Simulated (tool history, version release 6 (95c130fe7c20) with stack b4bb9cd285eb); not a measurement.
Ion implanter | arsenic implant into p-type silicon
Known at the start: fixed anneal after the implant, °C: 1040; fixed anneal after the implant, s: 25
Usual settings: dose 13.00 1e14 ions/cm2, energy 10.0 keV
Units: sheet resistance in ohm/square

run     day   dose  energy  read-back reference wafer on the same gauge, sheet resistance  sheet resistance
  1   0.000  13.00    10.0                                                         120.97            110.85
  2   3.667  13.00    10.0                                                         120.98            110.64
  3   6.138   9.93    10.0                                                         120.97            128.89
  4  11.012   9.93    10.0                                                         121.02            128.77
  5  14.142  13.00    10.0                                                         121.02            110.18
  6  15.967  13.00    10.0                                                         121.05            110.20
  7  20.783  13.00    10.0                                                         120.96            110.49
     21.829  -- gauge calibrated
     24.404  -- Faraday cup replaced and dose calibrated
  8  25.104  13.00    10.0                                                         121.05            112.21
  9  27.971  13.00    10.0                                                         120.97            111.97
 10  31.279  13.00    10.0                                                         121.01            112.04
 11  34.508  13.00    10.0                                                         120.99            112.17
 12  36.250  13.00    10.0                                                         121.04            111.64
 13  39.283   9.70    12.0                                                         120.97            131.03
     41.242  -- extraction supply calibrated
 14  41.508  13.00    10.0                                                         120.97            111.94
 15  47.554  13.00    10.0                                                         120.94            111.57
 16  51.558   9.17     8.0                                                         121.06            138.58
 17  55.600  10.41     8.0                                                         120.94            127.03
 18  58.233  14.78    11.5                                                         121.00            104.46
 19  60.267  13.00     6.5                                                         121.00            113.47
 20  62.954  10.51    13.5                                                         120.95            123.48
 21  64.658  11.34     9.0                                                         120.99            120.44
 22  66.542  13.00    10.0                                                         121.05            111.14

Forecast run 23:
 23  68.346  16.65    13.0                                                              ?                 ?

{"run 23": {"read-back reference wafer on the same gauge, sheet resistance": 121.09, "sheet resistance": 97.9}}
Without the tool's hidden state the same run would have given sheet resistance 98.72 ohm/square.

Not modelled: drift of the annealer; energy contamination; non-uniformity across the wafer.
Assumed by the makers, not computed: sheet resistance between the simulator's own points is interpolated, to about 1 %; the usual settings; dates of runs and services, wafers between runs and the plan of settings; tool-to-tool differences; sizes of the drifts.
